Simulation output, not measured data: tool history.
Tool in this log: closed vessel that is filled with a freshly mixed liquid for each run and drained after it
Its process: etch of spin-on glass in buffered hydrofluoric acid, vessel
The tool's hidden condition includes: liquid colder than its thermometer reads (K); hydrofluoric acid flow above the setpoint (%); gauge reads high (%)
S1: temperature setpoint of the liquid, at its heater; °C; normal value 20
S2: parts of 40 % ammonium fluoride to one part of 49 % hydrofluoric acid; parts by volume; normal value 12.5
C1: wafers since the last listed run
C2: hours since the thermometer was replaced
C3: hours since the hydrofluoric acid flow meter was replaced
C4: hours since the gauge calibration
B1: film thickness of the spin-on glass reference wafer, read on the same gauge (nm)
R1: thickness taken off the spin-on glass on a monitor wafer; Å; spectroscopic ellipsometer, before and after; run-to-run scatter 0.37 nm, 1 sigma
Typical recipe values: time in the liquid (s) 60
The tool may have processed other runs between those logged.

run 1 hour=0 | S1=20 S2=10 time_in_the_liquid_(s)=60 | C1=0 C2=645.8 C3=689.8 C4=732.6 | B1=30.03 | R1=1256.8
run 2 hour=47.3 | S1=20 S2=12.5 time_in_the_liquid_(s)=60 | C1=3088 C2=693.1 C3=737.1 C4=779.9 | B1=29.98 | R1=1015.5
run 3 hour=106.6 | S1=20 S2=12.5 time_in_the_liquid_(s)=60 | C1=3871 C2=752.4 C3=796.4 C4=839.2 | B1=29.96 | R1=1005.8
run 4 hour=145.8 | S1=20 S2=12.5 time_in_the_liquid_(s)=60 | C1=2559 C2=791.6 C3=835.6 C4=878.4 | B1=30.03 | R1=1010.5
run 5 hour=234.4 | S1=20 S2=12.5 time_in_the_liquid_(s)=60 | C1=5784 C2=880.2 C3=924.2 C4=967 | B1=30.01 | R1=1005.6
run 6 hour=293.2 | S1=20 S2=12.5 time_in_the_liquid_(s)=60 | C1=3839 C2=939 C3=983 C4=1025.8 | B1=29.99 | R1=1022.9
run 7 hour=343.9 | S1=20 S2=12.5 time_in_the_liquid_(s)=60 | C1=3310 C2=989.7 C3=1033.7 C4=1076.5 | B1=29.99 | R1=1014.2
run 8 hour=422.9 | S1=20 S2=12.5 time_in_the_liquid_(s)=60 | C1=5157 C2=1068.7 C3=1112.7 C4=1155.5 | B1=29.99 | R1=1020.6
run 9 hour=508.4 | S1=20 S2=12.5 time_in_the_liquid_(s)=60 | C1=5582 C2=1154.2 C3=1198.2 C4=1241 | B1=29.99 | R1=1015.9
run 10 hour=551.4 | S1=20 S2=12.5 time_in_the_liquid_(s)=60 | C1=2807 C2=1197.2 C3=1241.2 C4=1284 | B1=30.02 | R1=1018.7
run 11 hour=600.8 | S1=20 S2=12.5 time_in_the_liquid_(s)=60 | C1=3225 C2=1246.6 C3=1290.6 C4=1333.4 | B1=29.97 | R1=1018.9
run 12 hour=698.4 | S1=23 S2=12.5 time_in_the_liquid_(s)=60 | C1=6372 C2=1344.2 C3=1388.2 C4=1431 | B1=29.98 | R1=1199.3
run 13 hour=1019.4 | S1=23 S2=12.5 time_in_the_liquid_(s)=60 | C1=20958 C2=1665.2 C3=1709.2 C4=1752 | B1=30 | R1=1221
run 14 hour=1058.5 | S1=20 S2=12.5 time_in_the_liquid_(s)=60 | C1=2552 C2=1704.3 C3=1748.3 C4=1791.1 | B1=30.03 | R1=1023
run 15 hour=1146.7 | S1=20 S2=12.5 time_in_the_liquid_(s)=60 | C1=5758 C2=1792.5 C3=1836.5 C4=1879.3 | B1=30.01 | R1=1032.3
run 16 hour=1242.7 | S1=20 S2=12.5 time_in_the_liquid_(s)=60 | C1=6267 C2=1888.5 C3=1932.5 C4=1975.3 | B1=30.04 | R1=1029
run 17 hour=1307.7 | S1=20 S2=12.5 time_in_the_liquid_(s)=60 | C1=4243 C2=1953.5 C3=1997.5 C4=2040.3 | B1=29.93 | R1=1028.4
run 18 hour=1398.3 | S1=20 S2=12.5 time_in_the_liquid_(s)=80 | C1=5915 C2=2044.1 C3=2088.1 C4=2130.9 | B1=30.02 | R1=1378.5
run 19 hour=1490.5 | S1=21.5 S2=12.5 time_in_the_liquid_(s)=90 | C1=6019 C2=2136.3 C3=2180.3 C4=2223.1 | B1=30.02 | R1=1694.9
-- hour=1541.8 hydrofluoric acid flow meter replaced
run 20 hour=1588.7 | S1=20 S2=12.5 time_in_the_liquid_(s)=60 | C1=6346 C2=2234.5 C3=46.9 C4=2321.3 | B1=30 | R1=997.2
run 21 hour=1735.4 | S1=18 S2=16 time_in_the_liquid_(s)=45 | C1=9578 C2=2381.2 C3=193.6 C4=2468 | B1=30.06 | R1=521.8
-- hour=1767.9 thermometer replaced
run 22 hour=1807.6 | S1=17 S2=12.5 time_in_the_liquid_(s)=45 | C1=4648 C2=39.7 C3=265.8 C4=2540.2 | B1=30.02 | R1=630.1
run 23 hour=1893.1 | S1=20 S2=12.5 time_in_the_liquid_(s)=60 | C1=5582 C2=125.2 C3=351.3 C4=2625.7 | B1=30 | R1=991.6
run 24 hour=1940.9 | S1=24.5 S2=11 time_in_the_liquid_(s)=50 | C1=3120 C2=173 C3=399.1 C4=2673.5 | B1=30 | R1=1216.6
-- hour=1970.1 gauge calibrated
run 25 hour=2039.4 | S1=20 S2=12.5 time_in_the_liquid_(s)=60 | C1=6431 C2=271.5 C3=497.6 C4=69.3 | B1=29.98 | R1=1005.4
run 26 hour=2125.3 | S1=22.5 S2=14.5 time_in_the_liquid_(s)=80 | C1=5608 C2=357.4 C3=583.5 C4=155.2 | B1=30.03 | R1=1325.2
run 27 hour=2193.2 | S1=20 S2=12.5 time_in_the_liquid_(s)=60 | C1=4433 C2=425.3 C3=651.4 C4=223.1 | B1=29.97 | R1=1005.9
run 28 hour=2299.7 | S1=21.5 S2=10.5 time_in_the_liquid_(s)=60 | C1=6953 C2=531.8 C3=757.9 C4=329.6 | B1=29.96 | R1=1297.6
run 29 hour=2353.2 | S1=20 S2=15.5 time_in_the_liquid_(s)=50 | C1=3493 C2=585.3 C3=811.4 C4=383.1 | B1=29.99 | R1=684.4
run 30 hour=2421 | S1=20 S2=16 time_in_the_liquid_(s)=90 | C1=4426 C2=653.1 C3=879.2 C4=450.9 | B1=30.05 | R1=1182.2
run 31 hour=2509.9 | S1=20 S2=12.5 time_in_the_liquid_(s)=60 | C1=5804 C2=742 C3=968.1 C4=539.8 | B1=30.03 | R1=1011.6
run 32 hour=2569.6 | S1=22 S2=14 time_in_the_liquid_(s)=85 | C1=3897 C2=801.7 C3=1027.8 C4=599.5 | B1=30.03 | R1=1435.1
run 33 hour=2621.1 | S1=20 S2=12.5 time_in_the_liquid_(s)=30 | C1=3362 C2=853.2 C3=1079.3 C4=651 | B1=29.97 | R1=508.7
run 34 hour=2694 | S1=20 S2=14 time_in_the_liquid_(s)=30 | C1=4759 C2=926.1 C3=1152.2 C4=723.9 | B1=29.98 | R1=454.9

3 options for the next run, each taken on its own from the tool as it stands now. Forecast them:
run A hour=2694.7 | S1=21.5 S2=12.5 time_in_the_liquid_(s)=60 | C1=45 C2=926.8 C3=1152.9 C4=724.6 | B1=? | R1=?
run B hour=2694.7 | S1=17 S2=11 time_in_the_liquid_(s)=75 | C1=45 C2=926.8 C3=1152.9 C4=724.6 | B1=? | R1=?
run C hour=2694.7 | S1=17 S2=14 time_in_the_liquid_(s)=75 | C1=45 C2=926.8 C3=1152.9 C4=724.6 | B1=? | R1=?

run=A B1=30.01 R1=1100.2
run=B B1=30.01 R1=1209.5
run=C B1=30.01 R1=955.2
What these runs would have given with no unlogged condition in the tool:
run=A R1=1074.8
run=B R1=1181.6
run=C R1=933
